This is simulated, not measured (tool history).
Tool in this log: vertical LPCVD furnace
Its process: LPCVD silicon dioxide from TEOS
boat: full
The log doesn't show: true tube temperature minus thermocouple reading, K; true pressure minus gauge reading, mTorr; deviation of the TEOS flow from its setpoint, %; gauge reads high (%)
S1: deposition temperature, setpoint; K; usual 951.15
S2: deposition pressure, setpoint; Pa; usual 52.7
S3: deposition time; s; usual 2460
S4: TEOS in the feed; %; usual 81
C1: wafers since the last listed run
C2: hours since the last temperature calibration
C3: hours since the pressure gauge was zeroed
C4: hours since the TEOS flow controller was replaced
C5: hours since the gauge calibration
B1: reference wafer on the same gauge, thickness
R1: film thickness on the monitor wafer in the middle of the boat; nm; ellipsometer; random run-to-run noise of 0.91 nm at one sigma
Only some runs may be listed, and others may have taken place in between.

run,hour,S1,S2,S3,S4,C1,C2,C3,C4,C5,B1,R1
1,0,960.15,52.7,2460,81,0,4255.3,2982.5,6284.6,389.5,190.26,264.89
2,12,951.15,52.7,2460,81,183,4267.3,2994.5,6296.6,401.5,189.81,213.4
3,21.3,951.15,52.7,2460,81,142,4276.6,3003.8,6305.9,410.8,190.11,214.35
4,42.8,951.15,44,2460,75,328,4298.1,3025.3,6327.4,432.3,189.96,187.7
5,53.5,951.15,52.7,2460,81,163,4308.8,3036,6338.1,443,189.96,212.13
6,66.7,951.15,52.7,2460,81,201,4322,3049.2,6351.3,456.2,189.89,213.01
7,75.5,951.15,52.7,2460,81,134,4330.8,3058,6360.1,465,190.22,213.61
8,85.1,951.15,52.7,2460,88,146,4340.4,3067.6,6369.7,474.6,189.89,221.73
# hour 88.5: gauge calibrated
9,102.3,951.15,52.7,2460,88,262,4357.6,3084.8,6386.9,13.8,189.92,222.29
# hour 132.7: pressure gauge zeroed
10,147.5,951.15,52.7,2460,81,323,4402.8,14.8,6432.1,59,189.93,213.58
11,158,951.15,52.7,2460,81,160,4413.3,25.3,6442.6,69.5,190.18,212.57
12,165.4,951.15,52.7,2460,81,112,4420.7,32.7,6450,76.9,190.01,214.2
13,186.7,947.15,52.7,1890,66,325,4442,54,6471.3,98.2,190.07,134.55
# hour 226.4: TEOS flow controller replaced
14,226.9,963.15,48.7,2460,81,247,4482.2,94.2,0.5,138.4,190,273.65
15,232,951.15,63.3,2790,96,77,4487.3,99.3,5.6,143.5,189.89,288.05
16,237.2,951.15,52.7,2460,81,79,4492.5,104.5,10.8,148.7,190,212.55
17,242.3,951.15,52.7,2460,81,77,4497.6,109.6,15.9,153.8,190.03,214.73
# hour 278.2: thermocouples replaced and temperature profile calibrated
18,278.7,946.15,62,1890,77,189,0.5,146,52.3,190.2,190.06,153.28
19,283.8,951.15,52.7,2460,89,77,5.6,151.1,57.4,195.3,190.21,223.7
20,340.8,951.15,52.7,2940,75,870,62.6,208.1,114.4,252.3,189.93,246.86
21,378.9,951.15,52.7,2460,81,581,100.7,246.2,152.5,290.4,190.14,214.44
22,387.4,951.15,41.3,2100,81,129,109.2,254.7,161,298.9,189.96,160.95
23,396,956.15,52.7,2460,81,131,117.8,263.3,169.6,307.5,190.04,240.21
24,408.8,951.15,52.7,3060,81,195,130.6,276.1,182.4,320.3,190.08,266.75
25,423.8,960.15,60.7,2460,76,229,145.6,291.1,197.4,335.3,189.93,274.61
26,443.4,951.15,52.7,2460,81,299,165.2,310.7,217,354.9,189.94,212.14
27,460,943.15,60,3210,81,253,181.8,327.3,233.6,371.5,189.85,244.36
28,470.3,951.15,44,1560,65,157,192.1,337.6,243.9,381.8,189.94,111.18
29,484.1,951.15,52.7,1950,81,210,205.9,351.4,257.7,395.6,190.12,168.52
30,497.1,951.15,52.7,2460,81,198,218.9,364.4,270.7,408.6,189.94,213.91
31,511.8,951.15,46.7,3180,90,224,233.6,379.1,285.4,423.3,189.95,273.55

Forecast each of these 4 alternatives for the next run:
A,517.1,951.15,52.7,2460,81,80,238.9,384.4,290.7,428.6,?,?
B,517.1,951.15,52.7,2460,76,80,238.9,384.4,290.7,428.6,?,?
C,517.1,955.15,52.7,3300,71,80,238.9,384.4,290.7,428.6,?,?
D,517.1,951.15,64,2460,81,80,238.9,384.4,290.7,428.6,?,?

run,B1,R1
A,190.13,214.25
B,190.13,207.53
C,190.13,296.5
D,190.13,236.18
The same runs, with their run-to-run variation unchanged, on a tool lacking any hidden condition would have given:
run,R1
A,214.25
B,207.53
C,296.5
D,236.18
